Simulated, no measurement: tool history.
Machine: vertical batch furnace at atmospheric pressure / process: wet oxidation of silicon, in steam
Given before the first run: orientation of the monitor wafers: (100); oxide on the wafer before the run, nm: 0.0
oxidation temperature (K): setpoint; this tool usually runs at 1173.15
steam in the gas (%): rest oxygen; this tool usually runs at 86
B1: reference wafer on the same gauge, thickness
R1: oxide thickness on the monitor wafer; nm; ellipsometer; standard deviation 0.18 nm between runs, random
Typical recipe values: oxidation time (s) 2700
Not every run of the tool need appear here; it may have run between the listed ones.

{"run": 1, "day": 0.0, "oxidation temperature (K)": 1173.15, "oxidation time (s)": 2700, "steam in the gas (%)": 86, "B1": 85.97, "R1": 101.98}
{"run": 2, "day": 0.521, "oxidation temperature (K)": 1173.15, "oxidation time (s)": 2700, "steam in the gas (%)": 86, "B1": 85.99, "R1": 101.77}
{"run": 3, "day": 1.146, "oxidation temperature (K)": 1173.15, "oxidation time (s)": 2700, "steam in the gas (%)": 86, "B1": 86, "R1": 101.75}
{"run": 4, "day": 2.012, "oxidation temperature (K)": 1173.15, "oxidation time (s)": 2700, "steam in the gas (%)": 86, "B1": 86.06, "R1": 101.83}
{"run": 5, "day": 2.838, "oxidation temperature (K)": 1173.15, "oxidation time (s)": 2700, "steam in the gas (%)": 86, "B1": 86.01, "R1": 101.53}
{"run": 6, "day": 3.358, "oxidation temperature (K)": 1173.15, "oxidation time (s)": 2700, "steam in the gas (%)": 86, "B1": 85.93, "R1": 101.51}
{"run": 7, "day": 3.729, "oxidation temperature (K)": 1173.15, "oxidation time (s)": 2700, "steam in the gas (%)": 86, "B1": 86.09, "R1": 101.64}
{"run": 8, "day": 4.304, "oxidation temperature (K)": 1173.15, "oxidation time (s)": 2700, "steam in the gas (%)": 86, "B1": 85.98, "R1": 101.42}
{"run": 9, "day": 5.092, "oxidation temperature (K)": 1173.15, "oxidation time (s)": 2700, "steam in the gas (%)": 86, "B1": 85.98, "R1": 101.45}
{"run": 10, "day": 5.762, "oxidation temperature (K)": 1173.15, "oxidation time (s)": 2700, "steam in the gas (%)": 86, "B1": 86.02, "R1": 101.17}
{"run": 11, "day": 6.096, "oxidation temperature (K)": 1173.15, "oxidation time (s)": 2700, "steam in the gas (%)": 86, "B1": 86.02, "R1": 100.97}
{"day": 6.275, "done": "gauge calibrated"}
{"day": 8.446, "done": "steam generator serviced"}
{"run": 12, "day": 8.467, "oxidation temperature (K)": 1165.15, "oxidation time (s)": 3900, "steam in the gas (%)": 93, "B1": 86.01, "R1": 149.23}
{"run": 13, "day": 8.988, "oxidation temperature (K)": 1173.15, "oxidation time (s)": 2700, "steam in the gas (%)": 86, "B1": 86.03, "R1": 111.74}
{"run": 14, "day": 9.508, "oxidation temperature (K)": 1173.15, "oxidation time (s)": 2700, "steam in the gas (%)": 86, "B1": 86.01, "R1": 111.68}
{"day": 11.096, "done": "thermocouples replaced and temperature profile calibrated"}
{"run": 15, "day": 11.117, "oxidation temperature (K)": 1173.15, "oxidation time (s)": 2700, "steam in the gas (%)": 86, "B1": 86.02, "R1": 104.09}
{"run": 16, "day": 11.325, "oxidation temperature (K)": 1195.15, "oxidation time (s)": 2700, "steam in the gas (%)": 96, "B1": 86.07, "R1": 152.3}
{"run": 17, "day": 11.608, "oxidation temperature (K)": 1149.15, "oxidation time (s)": 4020, "steam in the gas (%)": 96, "B1": 86.03, "R1": 115.05}
{"run": 18, "day": 12.233, "oxidation temperature (K)": 1173.15, "oxidation time (s)": 1620, "steam in the gas (%)": 96, "B1": 85.99, "R1": 71.79}
{"run": 19, "day": 13.112, "oxidation temperature (K)": 1152.15, "oxidation time (s)": 2700, "steam in the gas (%)": 91, "B1": 86.09, "R1": 79.08}
{"run": 20, "day": 13.679, "oxidation temperature (K)": 1173.15, "oxidation time (s)": 2700, "steam in the gas (%)": 94, "B1": 86, "R1": 113.49}
{"run": 21, "day": 14.275, "oxidation temperature (K)": 1173.15, "oxidation time (s)": 3540, "steam in the gas (%)": 95, "B1": 86.02, "R1": 146.88}
{"run": 22, "day": 14.967, "oxidation temperature (K)": 1191.15, "oxidation time (s)": 3630, "steam in the gas (%)": 92, "B1": 86.02, "R1": 183.1}
{"run": 23, "day": 15.35, "oxidation temperature (K)": 1173.15, "oxidation time (s)": 3060, "steam in the gas (%)": 75, "B1": 86.07, "R1": 103.87}

Below, each run's measurement less what the same run would have read without the hidden state. Both values contain the same run-to-run variation, but the gauge's scatter may not be the same in both:
The tool's hidden condition here consists of: true tube temperature minus thermocouple reading, K; steam share off its setpoint, % of the setpoint; gauge reads high (%).
run=1 R1=-1.99
run=2 R1=-2.04
run=3 R1=-2.12
run=4 R1=-2.23
run=5 R1=-2.33
run=6 R1=-2.39
run=7 R1=-2.44
run=8 R1=-2.51
run=9 R1=-2.61
run=10 R1=-2.69
run=11 R1=-2.73
run=12 R1=+10.48
run=13 R1=+7.77
run=14 R1=+7.77
run=15 R1=+0.29
run=16 R1=+0.34
run=17 R1=+0.48
run=18 R1=+0.38
run=19 R1=+0.59
run=20 R1=+0.88
run=21 R1=+1.24
run=22 R1=+1.36
run=23 R1=+1.12
